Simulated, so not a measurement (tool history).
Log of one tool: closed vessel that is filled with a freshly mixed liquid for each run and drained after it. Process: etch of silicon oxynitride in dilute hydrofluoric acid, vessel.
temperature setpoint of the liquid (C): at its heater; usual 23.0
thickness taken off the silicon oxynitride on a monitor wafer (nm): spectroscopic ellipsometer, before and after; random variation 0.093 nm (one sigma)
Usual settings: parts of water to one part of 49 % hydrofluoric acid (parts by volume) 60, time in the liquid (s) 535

| run | day | temperature setpoint of the liquid (C) | parts of water to one part of 49 % hydrofluoric acid (parts by volume) | time in the liquid (s) | read-back film thickness of the silicon oxynitride reference wafer, read on the same gauge (nm) | thickness taken off the silicon oxynitride on a monitor wafer (nm) |
|---|---|---|---|---|---|---|
| 1 | 0.000 | 23.0 | 60 | 535 | 120.00 | 19.96 |
| 2 | 0.662 | 23.0 | 60 | 535 | 120.01 | 20.05 |
| 3 | 1.604 | 23.0 | 60 | 750 | 120.00 | 28.13 |
| 4 | 2.500 | 19.5 | 60 | 325 | 120.02 | 10.15 |
| 5 | 3.712 | 19.5 | 60 | 325 | 120.01 | 10.12 |
| 6 | 4.912 | 23.0 | 60 | 685 | 119.99 | 25.35 |
| 7 | 5.500 | 23.0 | 60 | 685 | 119.99 | 25.37 |
| 8 | 6.154 | 23.0 | 60 | 535 | 119.99 | 19.83 |
|  | 7.417 | thermometer replaced |
| 9 | 8.650 | 26.0 | 60 | 360 | 120.01 | 15.28 |
| 10 | 9.646 | 23.0 | 60 | 685 | 119.99 | 25.19 |
|  | 10.329 | gauge calibrated |
| 11 | 10.958 | 23.0 | 60 | 535 | 120.01 | 19.63 |
| 12 | 11.896 | 27.0 | 60 | 370 | 120.00 | 16.47 |
| 13 | 13.275 | 25.0 | 60 | 535 | 120.02 | 21.45 |
|  | 14.242 | hydrofluoric acid flow meter replaced |
| 14 | 14.642 | 25.5 | 80 | 795 | 120.00 | 27.44 |
| 15 | 15.925 | 23.0 | 60 | 535 | 120.00 | 22.30 |
| 16 | 16.921 | 26.5 | 60 | 535 | 119.98 | 26.32 |
| 17 | 18.250 | 18.0 | 40 | 535 | 120.01 | 26.20 |

Forecast each of these 3 alternatives for the next run:
| A | 18.283 | 23.0 | 60 | 535 | ? | ? |
| B | 18.283 | 20.5 | 85 | 305 | ? | ? |
| C | 18.283 | 26.0 | 30 | 300 | ? | ? |

| run | read-back film thickness of the silicon oxynitride reference wafer, read on the same gauge (nm) | thickness taken off the silicon oxynitride on a monitor wafer (nm) |
|---|---|---|
| A | 120.01 | 22.08 |
| B | 120.01 | 7.71 |
| C | 120.01 | 29.38 |
Without the tool's hidden state the same runs would have given:
| run | thickness taken off the silicon oxynitride on a monitor wafer (nm) |
|---|---|
| A | 22.61 |
| B | 7.90 |
| C | 30.06 |

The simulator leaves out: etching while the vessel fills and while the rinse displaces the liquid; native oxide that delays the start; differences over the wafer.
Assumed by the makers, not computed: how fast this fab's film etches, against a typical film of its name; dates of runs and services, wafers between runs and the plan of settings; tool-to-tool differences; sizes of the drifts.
